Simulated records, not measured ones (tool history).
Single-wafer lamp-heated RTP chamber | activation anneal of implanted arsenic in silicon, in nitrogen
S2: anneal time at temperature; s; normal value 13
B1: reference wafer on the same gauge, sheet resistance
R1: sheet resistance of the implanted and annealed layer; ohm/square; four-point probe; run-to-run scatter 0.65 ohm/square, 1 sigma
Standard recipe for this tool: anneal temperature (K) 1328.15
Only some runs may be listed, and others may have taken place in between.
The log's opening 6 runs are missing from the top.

{"hour": 184.1, "done": "pyrometer window cleaned and pyrometer calibrated"}
{"run": 7, "hour": 191.7, "anneal temperature (K)": 1328.15, "S2": 13, "B1": 384.53, "R1": 434.76}
{"run": 8, "hour": 224.4, "anneal temperature (K)": 1308.15, "S2": 13, "B1": 384.87, "R1": 437.51}
{"run": 9, "hour": 246.8, "anneal temperature (K)": 1308.15, "S2": 13, "B1": 385.22, "R1": 439.48}
{"run": 10, "hour": 277.7, "anneal temperature (K)": 1347.15, "S2": 10, "B1": 385.45, "R1": 433.98}
{"run": 11, "hour": 299.3, "anneal temperature (K)": 1347.15, "S2": 10, "B1": 385.88, "R1": 436.06}
{"run": 12, "hour": 311.9, "anneal temperature (K)": 1347.15, "S2": 10, "B1": 385.84, "R1": 436.52}
{"run": 13, "hour": 331.1, "anneal temperature (K)": 1344.15, "S2": 7, "B1": 386.24, "R1": 438.62}
{"run": 14, "hour": 365.2, "anneal temperature (K)": 1328.15, "S2": 13, "B1": 386.73, "R1": 437.52}
{"run": 15, "hour": 381.9, "anneal temperature (K)": 1328.15, "S2": 13, "B1": 387.04, "R1": 438.09}
{"run": 16, "hour": 413.9, "anneal temperature (K)": 1328.15, "S2": 13, "B1": 387.55, "R1": 438.93}
{"run": 17, "hour": 441.4, "anneal temperature (K)": 1342.15, "S2": 13, "B1": 388.02, "R1": 437.76}
{"run": 18, "hour": 465.6, "anneal temperature (K)": 1328.15, "S2": 17, "B1": 388.42, "R1": 437.84}
{"run": 19, "hour": 501.5, "anneal temperature (K)": 1358.15, "S2": 13, "B1": 389.23, "R1": 436.74}
{"hour": 508.2, "done": "gauge calibrated"}
{"run": 20, "hour": 531.5, "anneal temperature (K)": 1340.15, "S2": 7, "B1": 382.92, "R1": 433.86}
{"hour": 558.8, "done": "pyrometer window cleaned and pyrometer calibrated"}
{"run": 21, "hour": 559.3, "anneal temperature (K)": 1308.15, "S2": 13, "B1": 382.9, "R1": 435.18}
{"hour": 580.7, "done": "reflector plate cleaned"}
{"run": 22, "hour": 586.6, "anneal temperature (K)": 1301.15, "S2": 7, "B1": 382.86, "R1": 437.77}
{"run": 23, "hour": 606.7, "anneal temperature (K)": 1347.15, "S2": 13, "B1": 382.97, "R1": 431.05}
{"run": 24, "hour": 667.6, "anneal temperature (K)": 1309.15, "S2": 19, "B1": 383.17, "R1": 434.26}
{"run": 25, "hour": 693.7, "anneal temperature (K)": 1328.15, "S2": 13, "B1": 383.41, "R1": 433.52}

What will run 26 give?
{"run": 26, "hour": 721.4, "anneal temperature (K)": 1328.15, "S2": 16, "B1": "?", "R1": "?"}

{"run 26": {"B1": 383.45, "R1": 433.2}}
Were there no unlogged condition in the tool, this run, its random variation unchanged, would have produced R1 432.55 ohm/square.
